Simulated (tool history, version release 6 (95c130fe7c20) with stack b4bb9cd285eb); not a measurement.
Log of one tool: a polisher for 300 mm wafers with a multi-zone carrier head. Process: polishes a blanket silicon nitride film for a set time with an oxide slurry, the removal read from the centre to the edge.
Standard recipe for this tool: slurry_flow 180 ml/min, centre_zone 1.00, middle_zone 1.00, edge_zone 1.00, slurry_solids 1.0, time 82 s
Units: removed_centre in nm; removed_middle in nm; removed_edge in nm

run,hour,slurry_flow,centre_zone,middle_zone,edge_zone,slurry_solids,time,wafers since the last listed run,wafers polished on this pad,hours since the slurry nozzle was cleaned,hours since the centre zone pressure was calibrated,hours since the edge zone pressure was calibrated,hours since the carrier head's membrane was replaced,"incoming thickness of the incoming film, nm",removed_centre,removed_middle,removed_edge
1,0.0,180,1.00,1.00,1.00,1.0,63,0,1234,317.5,480.8,948.6,502.3,275.0,46.8,44.1,46.0
# hour 7.9: worn pad replaced by a new one
2,26.4,180,0.90,1.00,1.00,1.0,82,182,150,343.9,507.2,975.0,528.7,268.4,53.7,58.4,61.3
# hour 52.8: centre zone pressure recalibrated
3,53.3,180,1.00,1.00,1.00,1.0,82,203,353,370.8,0.5,1001.9,555.6,270.5,58.5,58.7,60.1
4,65.6,180,1.00,1.00,1.00,1.0,82,100,454,383.1,12.8,1014.2,567.9,268.8,58.8,56.9,61.3
5,78.8,180,1.00,1.00,1.00,1.0,82,107,561,396.3,26.0,1027.4,581.1,270.1,58.8,57.5,59.0
6,103.9,120,1.06,1.00,1.00,1.0,82,204,766,421.4,51.1,1052.5,606.2,268.6,56.4,54.2,56.1
7,122.4,180,1.00,1.00,1.00,1.0,82,150,917,439.9,69.6,1071.0,624.7,269.5,59.8,57.2,60.0
# hour 131.8: edge zone pressure recalibrated
8,146.2,180,1.00,1.00,1.00,1.0,82,177,1095,463.7,93.4,14.4,648.5,267.3,58.3,56.8,59.3
9,158.2,180,1.08,1.11,1.07,1.0,82,97,1193,475.7,105.4,26.4,660.5,274.0,62.1,62.1,61.0
# hour 171.1: worn pad replaced by a new one
# hour 181.9: carrier head's membrane replaced by a new one
10,188.4,140,1.00,1.06,0.90,1.0,82,173,100,505.9,135.6,56.6,6.5,271.8,54.2,57.3,54.5
11,223.4,130,1.09,1.00,1.00,1.1,66,285,386,540.9,170.6,91.6,41.5,264.3,48.5,44.6,47.3
12,246.9,235,0.90,1.00,1.00,1.0,82,191,577,564.4,194.1,115.1,65.0,269.0,55.1,60.2,60.8
13,270.8,200,1.00,1.00,1.11,1.1,100,195,772,588.3,218.0,139.0,88.9,269.9,74.4,75.2,80.1
# hour 287.5: slurry nozzle cleaned
14,290.4,180,1.00,1.00,1.00,1.0,82,151,924,2.9,237.6,158.6,108.5,270.9,59.5,58.9,60.7
# hour 310.8: worn pad replaced by a new one
15,316.9,180,1.00,1.00,1.00,1.0,82,183,50,29.4,264.1,185.1,135.0,271.2,59.5,59.3,59.3
16,330.2,180,0.89,1.00,0.88,1.0,82,108,158,42.7,277.4,198.4,148.3,269.5,53.6,57.7,57.2
17,363.8,180,0.93,1.00,1.00,0.7,82,274,432,76.3,311.0,232.0,181.9,271.2,45.3,49.1,48.7
18,378.1,180,1.00,1.00,1.00,1.0,82,116,549,90.6,325.3,246.3,196.2,268.4,59.6,58.8,59.9
19,392.9,200,1.00,0.95,1.00,1.0,82,120,670,105.4,340.1,261.1,211.0,268.3,60.7,57.4,61.5

Run 20, settings as shown, results not yet in. Your forecast:
20,418.5,180,0.89,1.00,0.88,1.0,82,208,879,131.0,365.7,286.7,236.6,269.8,?,?,?

Run 20 measured removed_centre 53.0 nm, removed_middle 57.6 nm, removed_edge 57.5 nm.
Minus the tool's unlogged condition, the same run would have read removed_centre 53.6 nm, removed_middle 58.2 nm, removed_edge 58.0 nm.
